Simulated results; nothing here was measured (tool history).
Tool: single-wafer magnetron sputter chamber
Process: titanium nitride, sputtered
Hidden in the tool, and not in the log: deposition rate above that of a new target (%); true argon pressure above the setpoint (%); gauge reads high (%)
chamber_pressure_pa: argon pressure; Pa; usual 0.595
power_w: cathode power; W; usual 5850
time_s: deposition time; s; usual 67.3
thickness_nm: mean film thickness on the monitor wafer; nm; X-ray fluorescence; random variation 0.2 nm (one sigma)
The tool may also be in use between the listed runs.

run    hour  chamber_pressure_pa  power_w  time_s  wafers since the last listed run  wafers on the sputter target  hours since the last manometer calibration  hours since the magnet pack was replaced  hours since the gauge calibration  read-back reference wafer on the same gauge, thickness_nm  thickness_nm
  1     0.0                0.463     5400    67.3                                 0                          3553                                      1115.9                                   10857.3                              660.4                                                     64.168        64.902
        1.8  -- gauge calibrated
  2    26.2                0.595     5850    67.3                               518                          4071                                      1142.1                                   10883.5                               24.4                                                     64.213        67.939
       85.0  -- sputter target and shields replaced
  3    90.3                0.595     5850    67.3                              1109                           103                                      1206.2                                   10947.6                               88.5                                                     64.150        68.128
  4   154.2                0.595     5850    67.3                              1263                          1367                                      1270.1                                   11011.5                              152.4                                                     64.198        68.130
  5   224.9                0.595     5850    67.3                              1398                          2766                                      1340.8                                   11082.2                              223.1                                                     64.189        67.815
  6   289.9                0.595     5850    67.3                              1285                          4052                                      1405.8                                   11147.2                              288.1                                                     64.153        67.642
  7   339.2                0.595     5850    67.3                               975                          5027                                      1455.1                                   11196.5                              337.4                                                     64.212        67.071
      352.1  -- sputter target and shields replaced
  8   385.9                0.595     5850    76.9                               765                           668                                      1501.8                                   11243.2                              384.1                                                     64.228        77.664
  9   431.4                0.595     5850    67.3                               900                          1568                                      1547.3                                   11288.7                              429.6                                                     64.176        67.910
      478.6  -- capacitance manometer re-zeroed and calibrated
 10   479.1                0.595     6600    67.3                               785                          2354                                         0.5                                   11336.4                              477.3                                                     64.187        77.571
 11   502.3                0.595     5850    67.3                               458                          2813                                        23.7                                   11359.6                              500.5                                                     64.241        68.974
 12   540.0                0.595     5850    67.3                               745                          3558                                        61.4                                   11397.3                              538.2                                                     64.172        68.310
 13   576.7                0.595     5850    77.5                               725                          4284                                        98.1                                   11434.0                              574.9                                                     64.212        78.651
      602.9  -- sputter target and shields replaced
      639.3  -- gauge calibrated
 14   645.8                0.595     5850    62.0                              1208                           849                                       167.2                                   11503.1                                6.5                                                     64.188        63.675
 15   691.4                0.824     4450    67.3                               901                          1751                                       212.8                                   11548.7                               52.1                                                     64.242        49.386
 16   762.2                0.761     5300    54.7                              1400                          3151                                       283.6                                   11619.5                              122.9                                                     64.220        48.648
 17   808.1                0.369     5150    77.8                               907                          4059                                       329.5                                   11665.4                              168.8                                                     64.177        73.549
 18   835.0                0.716     5850    67.3                               532                          4591                                       356.4                                   11692.3                              195.7                                                     64.184        66.143
      851.3  -- magnet pack replaced
      866.2  -- sputter target and shields replaced
 19   880.2                0.366     5850    78.9                               577                           276                                       401.6                                      28.9                              240.9                                                     64.202        85.682
 20   923.7                0.595     5850    76.9                               860                          1136                                       445.1                                      72.4                              284.4                                                     64.211        78.624
 21   989.2                0.595     6700    67.3                              1295                          2432                                       510.6                                     137.9                              349.9                                                     64.205        78.549
 22  1051.4                0.393     6950    54.6                              1230                          3662                                       572.8                                     200.1                              412.1                                                     64.174        69.399
 23  1093.6                0.669     4450    76.8                               834                          4497                                       615.0                                     242.3                              454.3                                                     64.201        58.250
     1106.0  -- sputter target and shields replaced
 24  1165.6                0.467     4550    55.3                              1265                          1177                                       687.0                                     314.3                              526.3                                                     64.180        45.317
 25  1198.2                0.595     5850    67.3                               644                          1822                                       719.6                                     346.9                              558.9                                                     64.209        68.469
 26  1239.9                0.368     6200    62.5                               824                          2647                                       761.3                                     388.6                              600.6                                                     64.176        71.649
 27  1270.7                0.595     5850    67.3                               609                          3256                                       792.1                                     419.4                              631.4                                                     64.197        68.082
 28  1296.3                0.595     5850    63.9                               506                          3763                                       817.7                                     445.0                              657.0                                                     64.196        64.550

Measured less the same run without the tool's hidden state. The same run-to-run variation is in both; the gauge's scatter may not be:
run  thickness_nm
  1        -1.253
  2        -1.532
  3        -0.721
  4        -1.051
  5        -1.419
  6        -1.764
  7        -2.016
  8        -1.466
  9        -1.533
 10        -0.612
 11        -0.633
 12        -0.772
 13        -1.053
 14        -0.241
 15        -0.332
 16        -0.530
 17        -0.955
 18        -1.013
 19        -0.207
 20        -0.444
 21        -0.768
 22        -0.900
 23        -0.984
 24        -0.375
 25        -0.763
 26        -0.896
 27        -1.096
 28        -1.153
